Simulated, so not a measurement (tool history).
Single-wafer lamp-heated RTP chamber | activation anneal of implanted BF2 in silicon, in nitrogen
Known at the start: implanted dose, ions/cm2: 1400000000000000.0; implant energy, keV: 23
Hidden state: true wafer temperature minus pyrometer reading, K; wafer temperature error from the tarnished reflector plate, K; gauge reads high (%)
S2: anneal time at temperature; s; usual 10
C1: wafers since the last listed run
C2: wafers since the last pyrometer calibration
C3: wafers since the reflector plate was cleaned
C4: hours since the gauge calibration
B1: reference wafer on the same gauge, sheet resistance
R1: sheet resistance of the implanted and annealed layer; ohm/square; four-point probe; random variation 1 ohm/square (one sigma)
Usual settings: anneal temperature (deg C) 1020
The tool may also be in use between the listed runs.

{"run": 1, "hour": 0.0, "anneal temperature (deg C)": 1020, "S2": 10, "C1": 0, "C2": 4066, "C3": 6179, "C4": 1475.7, "B1": 185.86, "R1": 166.56}
{"run": 2, "hour": 81.5, "anneal temperature (deg C)": 1031, "S2": 10, "C1": 936, "C2": 5003, "C3": 7115, "C4": 1557.2, "B1": 186.09, "R1": 153.98}
{"hour": 155.3, "done": "reflector plate cleaned"}
{"run": 3, "hour": 189.0, "anneal temperature (deg C)": 1020, "S2": 10, "C1": 1142, "C2": 6146, "C3": 387, "C4": 1664.7, "B1": 185.82, "R1": 164.14}
{"hour": 235.0, "done": "pyrometer window cleaned and pyrometer calibrated"}
{"run": 4, "hour": 239.4, "anneal temperature (deg C)": 1020, "S2": 10, "C1": 487, "C2": 50, "C3": 874, "C4": 1715.1, "B1": 186.28, "R1": 171.18}
{"run": 5, "hour": 320.9, "anneal temperature (deg C)": 1020, "S2": 10, "C1": 936, "C2": 986, "C3": 1810, "C4": 1796.6, "B1": 186.1, "R1": 169.78}
{"run": 6, "hour": 411.5, "anneal temperature (deg C)": 1020, "S2": 10, "C1": 1040, "C2": 2027, "C3": 2851, "C4": 1887.2, "B1": 186.1, "R1": 166.15}
{"run": 7, "hour": 464.1, "anneal temperature (deg C)": 1020, "S2": 10, "C1": 604, "C2": 2631, "C3": 3455, "C4": 1939.8, "B1": 186.13, "R1": 166.02}
{"run": 8, "hour": 529.7, "anneal temperature (deg C)": 1020, "S2": 13, "C1": 753, "C2": 3385, "C3": 4209, "C4": 2005.4, "B1": 185.83, "R1": 159.3}
{"run": 9, "hour": 595.1, "anneal temperature (deg C)": 1020, "S2": 13, "C1": 751, "C2": 4136, "C3": 4960, "C4": 2070.8, "B1": 185.93, "R1": 160.36}
{"run": 10, "hour": 701.1, "anneal temperature (deg C)": 1020, "S2": 10, "C1": 1217, "C2": 5354, "C3": 6178, "C4": 2176.8, "B1": 185.88, "R1": 164.85}
{"run": 11, "hour": 784.7, "anneal temperature (deg C)": 1020, "S2": 10, "C1": 960, "C2": 6314, "C3": 7138, "C4": 2260.4, "B1": 186.19, "R1": 164.03}
{"hour": 831.4, "done": "reflector plate cleaned"}
{"run": 12, "hour": 867.9, "anneal temperature (deg C)": 1005, "S2": 13, "C1": 863, "C2": 7178, "C3": 419, "C4": 2343.6, "B1": 186.33, "R1": 172.56}
{"hour": 884.6, "done": "pyrometer window cleaned and pyrometer calibrated"}
{"run": 13, "hour": 934.7, "anneal temperature (deg C)": 1005, "S2": 13, "C1": 675, "C2": 575, "C3": 1094, "C4": 2410.4, "B1": 185.71, "R1": 180.51}
{"hour": 986.5, "done": "gauge calibrated"}
{"run": 14, "hour": 1005.6, "anneal temperature (deg C)": 1020, "S2": 10, "C1": 814, "C2": 1390, "C3": 1909, "C4": 19.1, "B1": 185.87, "R1": 169.71}
{"run": 15, "hour": 1045.7, "anneal temperature (deg C)": 1020, "S2": 10, "C1": 460, "C2": 1851, "C3": 2369, "C4": 59.2, "B1": 186.11, "R1": 167.44}
{"run": 16, "hour": 1113.4, "anneal temperature (deg C)": 1020, "S2": 10, "C1": 777, "C2": 2628, "C3": 3147, "C4": 126.9, "B1": 186.02, "R1": 166.65}
{"run": 17, "hour": 1160.5, "anneal temperature (deg C)": 1020, "S2": 10, "C1": 541, "C2": 3169, "C3": 3688, "C4": 174, "B1": 186.05, "R1": 167.38}
{"run": 18, "hour": 1267.6, "anneal temperature (deg C)": 994, "S2": 12, "C1": 1230, "C2": 4399, "C3": 4918, "C4": 281.1, "B1": 186.03, "R1": 192.06}
{"run": 19, "hour": 1325.9, "anneal temperature (deg C)": 1020, "S2": 10, "C1": 669, "C2": 5069, "C3": 5588, "C4": 339.4, "B1": 185.39, "R1": 163.93}
{"run": 20, "hour": 1392.2, "anneal temperature (deg C)": 1040, "S2": 15, "C1": 761, "C2": 5831, "C3": 6349, "C4": 405.7, "B1": 186.1, "R1": 137.27}
{"run": 21, "hour": 1434.7, "anneal temperature (deg C)": 1044, "S2": 13, "C1": 488, "C2": 6319, "C3": 6838, "C4": 448.2, "B1": 185.87, "R1": 136.16}
{"hour": 1487.8, "done": "pyrometer window cleaned and pyrometer calibrated"}
{"run": 22, "hour": 1493.8, "anneal temperature (deg C)": 1043, "S2": 12, "C1": 586, "C2": 68, "C3": 7425, "C4": 507.3, "B1": 186.24, "R1": 143.62}
{"hour": 1581.7, "done": "reflector plate cleaned"}
{"run": 23, "hour": 1595.6, "anneal temperature (deg C)": 1020, "S2": 16, "C1": 1077, "C2": 1145, "C3": 159, "C4": 609.1, "B1": 186.27, "R1": 157.84}
{"run": 24, "hour": 1680.5, "anneal temperature (deg C)": 1020, "S2": 16, "C1": 975, "C2": 2121, "C3": 1134, "C4": 694, "B1": 186.39, "R1": 157.04}
{"run": 25, "hour": 1729.5, "anneal temperature (deg C)": 1042, "S2": 13, "C1": 562, "C2": 2684, "C3": 1697, "C4": 743, "B1": 185.89, "R1": 140.37}
{"run": 26, "hour": 1838.7, "anneal temperature (deg C)": 1035, "S2": 14, "C1": 1254, "C2": 3938, "C3": 2951, "C4": 852.2, "B1": 186.01, "R1": 144.62}
{"run": 27, "hour": 1915.7, "anneal temperature (deg C)": 1020, "S2": 10, "C1": 884, "C2": 4822, "C3": 3836, "C4": 929.2, "B1": 185.64, "R1": 165.15}
{"run": 28, "hour": 1959.2, "anneal temperature (deg C)": 1028, "S2": 16, "C1": 499, "C2": 5322, "C3": 4336, "C4": 972.7, "B1": 186.01, "R1": 146.71}
{"run": 29, "hour": 2043.3, "anneal temperature (deg C)": 1039, "S2": 13, "C1": 966, "C2": 6288, "C3": 5302, "C4": 1056.8, "B1": 186.07, "R1": 142.12}
{"run": 30, "hour": 2110.9, "anneal temperature (deg C)": 1020, "S2": 16, "C1": 776, "C2": 7065, "C3": 6078, "C4": 1124.4, "B1": 185.72, "R1": 152.87}
{"hour": 2169.0, "done": "pyrometer window cleaned and pyrometer calibrated"}
{"run": 31, "hour": 2208.9, "anneal temperature (deg C)": 1044, "S2": 8, "C1": 1033, "C2": 457, "C3": 7112, "C4": 1222.4, "B1": 186.41, "R1": 151.5}
{"hour": 2249.3, "done": "reflector plate cleaned"}
{"run": 32, "hour": 2304.5, "anneal temperature (deg C)": 1033, "S2": 15, "C1": 1006, "C2": 1464, "C3": 633, "C4": 1318, "B1": 186.23, "R1": 145.97}
{"run": 33, "hour": 2405.1, "anneal temperature (deg C)": 1042, "S2": 15, "C1": 1155, "C2": 2619, "C3": 1789, "C4": 1418.6, "B1": 186.11, "R1": 138.87}
{"run": 34, "hour": 2491.9, "anneal temperature (deg C)": 1020, "S2": 10, "C1": 997, "C2": 3616, "C3": 2786, "C4": 1505.4, "B1": 185.86, "R1": 168.16}
{"run": 35, "hour": 2553.7, "anneal temperature (deg C)": 1035, "S2": 12, "C1": 709, "C2": 4326, "C3": 3496, "C4": 1567.2, "B1": 185.81, "R1": 147.43}
{"run": 36, "hour": 2664.2, "anneal temperature (deg C)": 998, "S2": 6, "C1": 1269, "C2": 5596, "C3": 4765, "C4": 1677.7, "B1": 185.68, "R1": 200.54}

What the log doesn't show, run by run:
wafer temperature error from the tarnished reflector plate, K: 0 in every run
gauge reads high (%): 0 in every run
H1: true wafer temperature minus pyrometer reading, K
run=1 H1=3.87
run=2 H1=4.63
run=3 H1=5.63
run=4 H1=1.38
run=5 H1=2.14
run=6 H1=2.98
run=7 H1=3.47
run=8 H1=4.08
run=9 H1=4.69
run=10 H1=5.68
run=11 H1=6.46
run=12 H1=7.23
run=13 H1=1.77
run=14 H1=2.43
run=15 H1=2.8
run=16 H1=3.43
run=17 H1=3.87
run=18 H1=4.87
run=19 H1=5.41
run=20 H1=6.03
run=21 H1=6.42
run=22 H1=0.578
run=23 H1=1.53
run=24 H1=2.32
run=25 H1=2.77
run=26 H1=3.79
run=27 H1=4.51
run=28 H1=4.91
run=29 H1=5.69
run=30 H1=6.32
run=31 H1=1.14
run=32 H1=2.03
run=33 H1=2.97
run=34 H1=3.77
run=35 H1=4.35
run=36 H1=5.38
